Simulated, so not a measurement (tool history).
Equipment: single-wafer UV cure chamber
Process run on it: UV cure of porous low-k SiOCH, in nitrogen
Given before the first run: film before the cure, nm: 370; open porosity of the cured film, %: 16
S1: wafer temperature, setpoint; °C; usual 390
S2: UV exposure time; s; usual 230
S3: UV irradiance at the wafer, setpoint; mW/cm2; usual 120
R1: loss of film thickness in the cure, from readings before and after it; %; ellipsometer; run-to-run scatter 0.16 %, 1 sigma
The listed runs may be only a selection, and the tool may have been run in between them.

Run 1, day 0: usual settings but S1 396 °C. Result: R1 11.696 %.
Run 2, day 0.408: usual settings. Result: R1 11.549 %.
Run 3, day 2.196: usual settings. Result: R1 11.885 %.
Run 4, day 2.767: usual settings. Result: R1 11.539 %.
Run 5, day 3.383: usual settings. Result: R1 11.83 %.
At day 3.975: UV bulbs replaced.
Run 6, day 4.054: usual settings. Result: R1 11.408 %.
Run 7, day 4.654: usual settings but S3 143 mW/cm2. Result: R1 12.252 %.
Run 8, day 4.908: usual settings but S3 143 mW/cm2. Result: R1 12.495 %.
Run 9, day 5.179: usual settings but S3 143 mW/cm2. Result: R1 12.091 %.
Run 10, day 5.625: usual settings but S2 195 s, S3 130 mW/cm2. Result: R1 10.81 %.
At day 5.996: quartz window cleaned.
Run 11, day 6.304: usual settings but S3 152 mW/cm2. Result: R1 13.829 %.
Run 12, day 7.021: usual settings but S3 108 mW/cm2. Result: R1 12.065 %.
Run 13, day 7.279: usual settings but S1 378 °C, S2 330 s, S3 93 mW/cm2. Result: R1 12.678 %.
Run 14, day 7.538: usual settings. Result: R1 12.39 %.
Run 15, day 7.95: usual settings but S1 384 °C, S2 180 s. Result: R1 11.201 %.
Run 16, day 8.604: usual settings but S1 410 °C, S2 325 s, S3 136 mW/cm2. Result: R1 14.908 %.
Run 17, day 9.317: usual settings but S1 396 °C, S2 175 s, S3 94 mW/cm2. Result: R1 9.892 %.
Run 18, day 9.588: usual settings but S1 409 °C, S2 185 s, S3 100 mW/cm2. Result: R1 10.688 %.
Run 19, day 10.071: usual settings but S3 154 mW/cm2. Result: R1 13.245 %.
Run 20, day 10.354: usual settings. Result: R1 12.282 %.

Consider 5 possible next runs. They are alternatives, not a sequence: every one starts from the tool as it was left by run 20. What does each give?
Run A, day 10.375: usual settings but S2 125 s. Result: R1 ?.
Run B, day 10.375: usual settings but S1 376 °C. Result: R1 ?.
Run C, day 10.375: usual settings but S1 373 °C, S2 305 s, S3 104 mW/cm2. Result: R1 ?.
Run D, day 10.375: usual settings but S1 381 °C, S3 149 mW/cm2. Result: R1 ?.
Run E, day 10.375: usual settings but S1 375 °C, S2 95 s, S3 156 mW/cm2. Result: R1 ?.

run      R1
  A   9.323
  B  11.905
  C  12.523
  D  13.069
  E   8.997
What these runs would have given with no unlogged condition in the tool:
run      R1
  A   9.739
  B  12.353
  C  12.978
  D  13.529
  E   9.409
